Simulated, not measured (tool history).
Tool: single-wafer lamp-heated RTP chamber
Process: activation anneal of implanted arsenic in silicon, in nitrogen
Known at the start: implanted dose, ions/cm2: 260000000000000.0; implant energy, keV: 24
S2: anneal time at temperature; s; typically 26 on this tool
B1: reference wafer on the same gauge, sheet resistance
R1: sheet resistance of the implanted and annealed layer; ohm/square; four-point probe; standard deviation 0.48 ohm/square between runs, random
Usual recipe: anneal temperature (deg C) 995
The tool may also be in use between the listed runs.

Run 1, hour 0.0: usual settings; B1 356.61. Result: R1 323.86 ohm/square.
Run 2, hour 9.9: usual settings; B1 356.76. Result: R1 323.71 ohm/square.
Run 3, hour 19.1: usual settings but anneal temperature (deg C) 987, S2 20 s; B1 356.83. Result: R1 324.80 ohm/square.
Run 4, hour 29.9: usual settings; B1 356.97. Result: R1 324.64 ohm/square.
Run 5, hour 42.3: usual settings; B1 357.19. Result: R1 323.98 ohm/square.
Run 6, hour 89.7: usual settings; B1 357.79. Result: R1 324.41 ohm/square.
Run 7, hour 100.6: usual settings; B1 357.84. Result: R1 324.07 ohm/square.
Run 8, hour 109.6: usual settings; B1 358.04. Result: R1 324.52 ohm/square.
Run 9, hour 127.3: usual settings; B1 358.13. Result: R1 324.34 ohm/square.
At hour 142.0: pyrometer window cleaned and pyrometer calibrated.
Run 10, hour 144.2: usual settings; B1 358.44. Result: R1 325.46 ohm/square.
Run 11, hour 197.5: usual settings but anneal temperature (deg C) 982; B1 358.82. Result: R1 326.70 ohm/square.
Run 12, hour 206.5: usual settings but anneal temperature (deg C) 987, S2 20 s; B1 359.00. Result: R1 326.52 ohm/square.
Run 13, hour 221.8: usual settings but anneal temperature (deg C) 1025, S2 34 s; B1 358.99. Result: R1 321.62 ohm/square.
Run 14, hour 237.4: usual settings; B1 359.47. Result: R1 326.48 ohm/square.
At hour 256.5: reflector plate cleaned.
Run 15, hour 257.0: usual settings but anneal temperature (deg C) 1009, S2 31 s; B1 359.60. Result: R1 325.06 ohm/square.
At hour 264.1: gauge calibrated.
Run 16, hour 270.3: usual settings but anneal temperature (deg C) 983, S2 16 s; B1 355.71. Result: R1 325.62 ohm/square.
Run 17, hour 281.2: usual settings but anneal temperature (deg C) 985, S2 19 s; B1 355.83. Result: R1 325.36 ohm/square.
Run 18, hour 294.8: usual settings but anneal temperature (deg C) 1017, S2 19 s; B1 355.97. Result: R1 322.81 ohm/square.
Run 19, hour 302.8: usual settings but anneal temperature (deg C) 1022, S2 40 s; B1 356.10. Result: R1 317.76 ohm/square.
Run 20, hour 310.9: usual settings; B1 356.02. Result: R1 322.64 ohm/square.
Run 21, hour 338.1: usual settings; B1 356.56. Result: R1 323.41 ohm/square.
Run 22, hour 344.9: usual settings but S2 39 s; B1 356.62. Result: R1 322.28 ohm/square.

Expected results for the next run?
Run 23, hour 354.1: usual settings; B1 ?. Result: R1 ?.

Logged for run 23: B1 356.58, R1 322.78 ohm/square.
With the hidden condition absent and the run-to-run variation left alone, this run would have shown R1 322.14 ohm/square.
